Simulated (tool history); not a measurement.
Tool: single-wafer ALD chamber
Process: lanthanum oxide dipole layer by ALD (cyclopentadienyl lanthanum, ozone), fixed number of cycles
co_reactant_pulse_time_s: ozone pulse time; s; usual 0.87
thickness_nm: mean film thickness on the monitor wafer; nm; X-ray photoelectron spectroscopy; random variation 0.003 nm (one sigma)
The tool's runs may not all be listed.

| run | hour | co_reactant_pulse_time_s | read-back reference wafer on the same gauge, thickness_nm | thickness_nm |
|---|---|---|---|---|
| 1 | 0 | 0.87 | 0.586 | 0.504 |
| 2 | 27 | 0.87 | 0.585 | 0.503 |
| 3 | 46.5 | 0.87 | 0.588 | 0.5 |
| 4 | 59.3 | 0.87 | 0.586 | 0.495 |
| 5 | 90 | 0.87 | 0.583 | 0.5 |
| 6 | 112.7 | 0.94 | 0.584 | 0.518 |
| 7 | 125.8 | 0.94 | 0.585 | 0.513 |
| 8 | 160.7 | 0.94 | 0.583 | 0.511 |
|  | 178.4 | showerhead replaced |
| 9 | 185.1 | 0.87 | 0.583 | 0.501 |
| 10 | 208.5 | 0.87 | 0.582 | 0.497 |
|  | 215 | gauge calibrated |
| 11 | 237.1 | 0.87 | 0.596 | 0.509 |
| 12 | 249.5 | 0.87 | 0.595 | 0.513 |
| 13 | 283.4 | 0.87 | 0.595 | 0.512 |
| 14 | 311.2 | 0.67 | 0.594 | 0.458 |
| 15 | 325.8 | 0.57 | 0.594 | 0.426 |
| 16 | 338.2 | 0.56 | 0.592 | 0.427 |
|  | 357.7 | thermocouple changed; heater temperature recalibrated |
|  | 358.6 | ozone generator serviced |
| 17 | 360.1 | 0.87 | 0.595 | 0.507 |
| 18 | 382.8 | 0.6 | 0.594 | 0.432 |
| 19 | 415.9 | 1.13 | 0.591 | 0.543 |
| 20 | 443.1 | 1.1 | 0.591 | 0.54 |
| 21 | 459.1 | 0.96 | 0.59 | 0.524 |
| 22 | 487 | 1.21 | 0.588 | 0.556 |
| 23 | 504.3 | 0.63 | 0.589 | 0.445 |
| 24 | 525.2 | 1.06 | 0.589 | 0.534 |
| 25 | 579.1 | 0.76 | 0.588 | 0.478 |
| 26 | 593.4 | 1.03 | 0.588 | 0.528 |
| 27 | 625.9 | 0.62 | 0.586 | 0.437 |
| 28 | 638.7 | 0.87 | 0.586 | 0.499 |
| 29 | 663 | 0.87 | 0.585 | 0.501 |
| 30 | 687 | 1.17 | 0.586 | 0.543 |
| 31 | 712.3 | 0.54 | 0.584 | 0.407 |
| 32 | 744.7 | 1.05 | 0.583 | 0.527 |
|  | 775 | gauge calibrated |
| 33 | 802.3 | 0.87 | 0.594 | 0.502 |
| 34 | 815.1 | 1 | 0.593 | 0.53 |
| 35 | 830.3 | 0.97 | 0.592 | 0.531 |

What the log doesn't show, run by run:
wafer temperature above the value expected at the setpoint (K): 0 in every run
ozone dose above that of a generator just serviced (%): 0 in every run
H1: gauge reads high (%)
| run | H1 |
|---|---|
| 1 | -1.21 |
| 2 | -1.32 |
| 3 | -1.39 |
| 4 | -1.44 |
| 5 | -1.57 |
| 6 | -1.66 |
| 7 | -1.71 |
| 8 | -1.85 |
| 9 | -1.95 |
| 10 | -2.04 |
| 11 | 0.267 |
| 12 | 0.218 |
| 13 | 0.0822 |
| 14 | -0.029 |
| 15 | -0.0874 |
| 16 | -0.137 |
| 17 | -0.225 |
| 18 | -0.315 |
| 19 | -0.448 |
| 20 | -0.557 |
| 21 | -0.621 |
| 22 | -0.732 |
| 23 | -0.801 |
| 24 | -0.885 |
| 25 | -1.1 |
| 26 | -1.16 |
| 27 | -1.29 |
| 28 | -1.34 |
| 29 | -1.44 |
| 30 | -1.53 |
| 31 | -1.63 |
| 32 | -1.76 |
| 33 | -0.11 |
| 34 | -0.161 |
| 35 | -0.222 |

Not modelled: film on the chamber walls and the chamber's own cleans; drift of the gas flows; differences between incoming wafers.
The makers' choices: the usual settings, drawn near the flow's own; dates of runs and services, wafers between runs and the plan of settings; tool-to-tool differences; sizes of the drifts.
